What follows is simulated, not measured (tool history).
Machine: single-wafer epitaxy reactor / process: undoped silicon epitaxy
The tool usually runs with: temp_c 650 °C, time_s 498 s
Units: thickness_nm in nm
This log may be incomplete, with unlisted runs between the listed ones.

run	hour	temp_c	time_s	read-back reference wafer on the same gauge, thickness_nm	thickness_nm
1	0.0	650	498	87.646	80.046
2	105.7	650	498	87.763	79.656
3	155.4	641	498	87.726	65.502
4	194.1	641	498	87.792	65.649
5	252.5	650	498	87.736	79.351
6	541.6	650	498	87.653	79.393
7	631.1	650	498	87.704	78.914
8	692.0	645	498	87.648	71.076
9	799.8	645	498	87.582	70.722
10	886.7	645	498	87.699	70.371
11	982.4	650	498	87.681	78.612
12	1045.0	650	498	87.717	77.981
13	1125.7	650	498	87.666	78.165
14	1186.7	650	498	87.660	78.174
15	1257.8	650	498	87.685	78.133
16	1316.7	650	498	87.684	78.164
17	1365.7	650	498	87.850	77.905
18	1432.0	650	498	87.744	77.946
19	1529.7	654	459	87.722	78.108
20	1601.7	650	478	87.850	76.360
21	1686.8	650	478	87.757	77.152
22	1737.8	650	478	87.737	76.539
23	1801.2	650	498	87.601	80.296
24	1880.5	637	570	87.646	68.653
25	1932.7	664	565	87.714	121.737
26	2006.5	650	445	87.798	71.203
27	2069.8	663	538	87.559	113.620
28	2108.2	654	437	87.685	76.464
29	2146.8	650	498	87.750	79.501
30	2245.8	660	452	87.772	89.859
31	2327.0	650	498	87.646	79.460
32	2398.3	650	498	87.751	79.390
33	2447.3	642	465	87.698	62.426
34	2493.9	650	498	87.663	78.990
35	2594.7	654	460	87.792	79.228
36	2683.0	664	573	87.750	123.449
37	2733.6	650	498	87.620	79.505
38	2778.2	638	535	87.653	65.373
39	2867.6	650	498	87.685	79.634
40	2967.0	642	597	87.682	79.362
41	3073.4	637	551	87.766	65.331
42	3173.3	664	416	87.744	88.212
43	3215.4	636	573	87.725	66.389
44	3263.6	650	498	87.610	78.042
45	3318.2	639	498	87.672	61.554
46	3362.8	637	402	87.630	47.591
47	3468.6	650	498	87.723	78.439

The log once held 2 entries between its listed runs, left out of this copy. Where does each go, and what is different about the tool's unlogged condition between the listed run before it and the listed run after it?
Logged between run 19 and run 20: pyrometer calibrated (hour 1589.1); gauge calibrated (hour 1593.6)
  wafer temperature above the value expected at the setpoint (K): -1.47 -> -0.095
  measured minus no-state result, thickness_nm: -2.500 -> -0.157 nm
